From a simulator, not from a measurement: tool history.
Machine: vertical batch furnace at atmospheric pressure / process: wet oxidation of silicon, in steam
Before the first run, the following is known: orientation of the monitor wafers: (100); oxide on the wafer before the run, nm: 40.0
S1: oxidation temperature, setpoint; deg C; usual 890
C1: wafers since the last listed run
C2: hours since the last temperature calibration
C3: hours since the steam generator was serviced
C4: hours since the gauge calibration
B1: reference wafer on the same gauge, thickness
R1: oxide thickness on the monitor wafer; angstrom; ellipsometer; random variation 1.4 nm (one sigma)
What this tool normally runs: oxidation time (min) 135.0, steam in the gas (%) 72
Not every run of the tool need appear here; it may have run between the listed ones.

Run 1, hour 0.0: usual settings; C1 0; C2 1265.3; C3 899.8; C4 1016.6; B1 249.34. Result: R1 2303.0 angstrom.
Run 2, hour 66.3: usual settings; C1 856; C2 1331.6; C3 966.1; C4 1082.9; B1 248.01. Result: R1 2320.3 angstrom.
Run 3, hour 114.8: usual settings; C1 626; C2 1380.1; C3 1014.6; C4 1131.4; B1 248.49. Result: R1 2298.4 angstrom.
Run 4, hour 181.0: usual settings; C1 855; C2 1446.3; C3 1080.8; C4 1197.6; B1 248.45. Result: R1 2324.9 angstrom.
At hour 209.8: gauge calibrated.
Run 5, hour 252.3: usual settings; C1 920; C2 1517.6; C3 1152.1; C4 42.5; B1 248.69. Result: R1 2298.2 angstrom.
Run 6, hour 307.9: usual settings; C1 718; C2 1573.2; C3 1207.7; C4 98.1; B1 248.78. Result: R1 2301.5 angstrom.
Run 7, hour 410.1: usual settings; C1 1320; C2 1675.4; C3 1309.9; C4 200.3; B1 249.78. Result: R1 2299.9 angstrom.
Run 8, hour 460.2: usual settings; C1 647; C2 1725.5; C3 1360.0; C4 250.4; B1 248.86. Result: R1 2303.0 angstrom.
Run 9, hour 566.0: usual settings; C1 1366; C2 1831.3; C3 1465.8; C4 356.2; B1 248.87. Result: R1 2297.3 angstrom.
Run 10, hour 653.3: usual settings but steam in the gas (%) 78; C1 1127; C2 1918.6; C3 1553.1; C4 443.5; B1 249.33. Result: R1 2456.3 angstrom.
At hour 763.2: thermocouples replaced and temperature profile calibrated.
Run 11, hour 763.7: usual settings but steam in the gas (%) 78; C1 1116; C2 0.5; C3 1663.5; C4 553.9; B1 249.11. Result: R1 2433.0 angstrom.
Run 12, hour 796.3: usual settings; C1 421; C2 33.1; C3 1696.1; C4 586.5; B1 249.59. Result: R1 2292.6 angstrom.
Run 13, hour 841.0: usual settings; C1 577; C2 77.8; C3 1740.8; C4 631.2; B1 249.61. Result: R1 2275.2 angstrom.
At hour 885.9: steam generator serviced.
Run 14, hour 893.1: usual settings but oxidation time (min) 175.5, steam in the gas (%) 80; C1 362; C2 129.9; C3 7.2; C4 683.3; B1 249.99. Result: R1 2956.7 angstrom.
Run 15, hour 945.5: usual settings but S1 907 deg C, oxidation time (min) 164.0, steam in the gas (%) 65; C1 676; C2 182.3; C3 59.6; C4 735.7; B1 249.09. Result: R1 2862.1 angstrom.
Run 16, hour 1053.2: usual settings but S1 915 deg C; C1 1391; C2 290.0; C3 167.3; C4 843.4; B1 248.64. Result: R1 2884.2 angstrom.
Run 17, hour 1117.1: usual settings; C1 825; C2 353.9; C3 231.2; C4 907.3; B1 248.63. Result: R1 2224.9 angstrom.
At hour 1225.4: steam generator serviced, repeated, since the last time left the tool worse.
Run 18, hour 1225.9: usual settings but S1 901 deg C, oxidation time (min) 101.0, steam in the gas (%) 80; C1 1095; C2 462.7; C3 0.5; C4 1016.1; B1 249.04. Result: R1 2380.0 angstrom.
At hour 1244.1: gauge calibrated.
Run 19, hour 1319.6: usual settings but S1 876 deg C, oxidation time (min) 110.5, steam in the gas (%) 78; C1 1210; C2 556.4; C3 94.2; C4 75.5; B1 249.81. Result: R1 1823.6 angstrom.
Run 20, hour 1420.8: usual settings but steam in the gas (%) 81; C1 1307; C2 657.6; C3 195.4; C4 176.7; B1 249.69. Result: R1 2571.4 angstrom.
Run 21, hour 1475.8: usual settings; C1 710; C2 712.6; C3 250.4; C4 231.7; B1 249.28. Result: R1 2331.1 angstrom.
Run 22, hour 1552.1: usual settings but S1 900 deg C, oxidation time (min) 93.5, steam in the gas (%) 76; C1 985; C2 788.9; C3 326.7; C4 308.0; B1 249.30. Result: R1 2083.8 angstrom.
Run 23, hour 1650.4: usual settings but S1 865 deg C, steam in the gas (%) 84; C1 1269; C2 887.2; C3 425.0; C4 406.3; B1 248.90. Result: R1 1931.8 angstrom.
Run 24, hour 1709.0: usual settings but S1 904 deg C, oxidation time (min) 169.5, steam in the gas (%) 63; C1 756; C2 945.8; C3 483.6; C4 464.9; B1 248.82. Result: R1 2904.1 angstrom.
Run 25, hour 1788.0: usual settings but S1 865 deg C, steam in the gas (%) 84; C1 1020; C2 1024.8; C3 562.6; C4 543.9; B1 248.43. Result: R1 1926.6 angstrom.
Run 26, hour 1849.2: usual settings but S1 871 deg C; C1 790; C2 1086.0; C3 623.8; C4 605.1; B1 248.94. Result: R1 1851.5 angstrom.

Each run again, without the hidden state but with its own random variation kept:
Unlogged tool condition in this case: true tube temperature minus thermocouple reading, K; steam share off its setpoint, % of the setpoint; gauge reads high (%).
run      R1
  1  2378.6
  2  2398.5
  3  2377.2
  4  2406.3
  5  2380.2
  6  2384.6
  7  2384.7
  8  2388.6
  9  2384.0
 10  2550.4
 11  2527.2
 12  2381.2
 13  2363.5
 14  3148.7
 15  3055.6
 16  3098.2
 17  2400.9
 18  2383.3
 19  1837.2
 20  2605.6
 21  2368.2
 22  2123.0
 23  1975.8
 24  2975.5
 25  1978.4
 26  1903.5

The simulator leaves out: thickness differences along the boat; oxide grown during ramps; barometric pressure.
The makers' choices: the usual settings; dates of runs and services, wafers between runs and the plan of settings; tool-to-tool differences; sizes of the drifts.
